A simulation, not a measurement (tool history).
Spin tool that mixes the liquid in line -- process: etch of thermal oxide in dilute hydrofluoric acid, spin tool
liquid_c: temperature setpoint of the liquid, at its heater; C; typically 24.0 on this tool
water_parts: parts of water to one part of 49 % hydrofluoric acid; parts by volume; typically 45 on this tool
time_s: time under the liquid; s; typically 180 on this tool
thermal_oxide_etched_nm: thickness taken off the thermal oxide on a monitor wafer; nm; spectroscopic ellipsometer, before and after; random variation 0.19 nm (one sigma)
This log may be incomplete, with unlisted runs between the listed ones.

run,hour,liquid_c,water_parts,time_s,"read-back film thickness of the thermal oxide reference wafer, read on the same gauge (nm)",thermal_oxide_etched_nm
1,0.0,24.0,45,180,140.00,23.72
2,58.3,24.0,45,180,140.00,23.91
3,110.5,24.0,45,180,140.00,24.08
4,171.1,24.0,45,180,140.04,24.26
5,208.0,24.0,45,180,139.98,24.64
6,244.9,24.0,45,180,140.00,24.66
# hour 257.3: hydrofluoric acid flow meter replaced
7,276.2,24.0,45,180,140.00,21.96
8,304.2,24.0,45,180,139.96,22.13
9,364.0,24.0,45,115,140.00,14.18
# hour 376.5: thermometer replaced
10,414.0,22.0,65,180,140.03,12.95
# hour 434.7: gauge calibrated
11,464.3,27.5,40,150,140.02,22.58
12,534.0,24.0,45,180,140.03,21.16
13,578.1,25.5,45,70,139.99,8.98
14,625.1,24.0,45,180,139.99,21.71
15,662.2,29.0,45,180,140.03,26.86
16,731.0,22.5,45,180,139.97,20.80
17,782.1,24.0,45,250,139.97,31.00

Below are 4 alternative next runs, each starting from the tool's condition after run 17. Predict each:
A,782.6,26.0,45,180,?,?
B,782.6,19.5,40,235,?,?
C,782.6,24.0,35,240,?,?
D,782.6,19.5,60,275,?,?

run,"read-back film thickness of the thermal oxide reference wafer, read on the same gauge (nm)",thermal_oxide_etched_nm
A,140.02,24.50
B,140.02,27.67
C,140.02,39.23
D,140.02,21.09
Had the tool no hidden state, the same runs would have come out as:
run,thermal_oxide_etched_nm
A,21.77
B,24.52
C,34.84
D,18.68
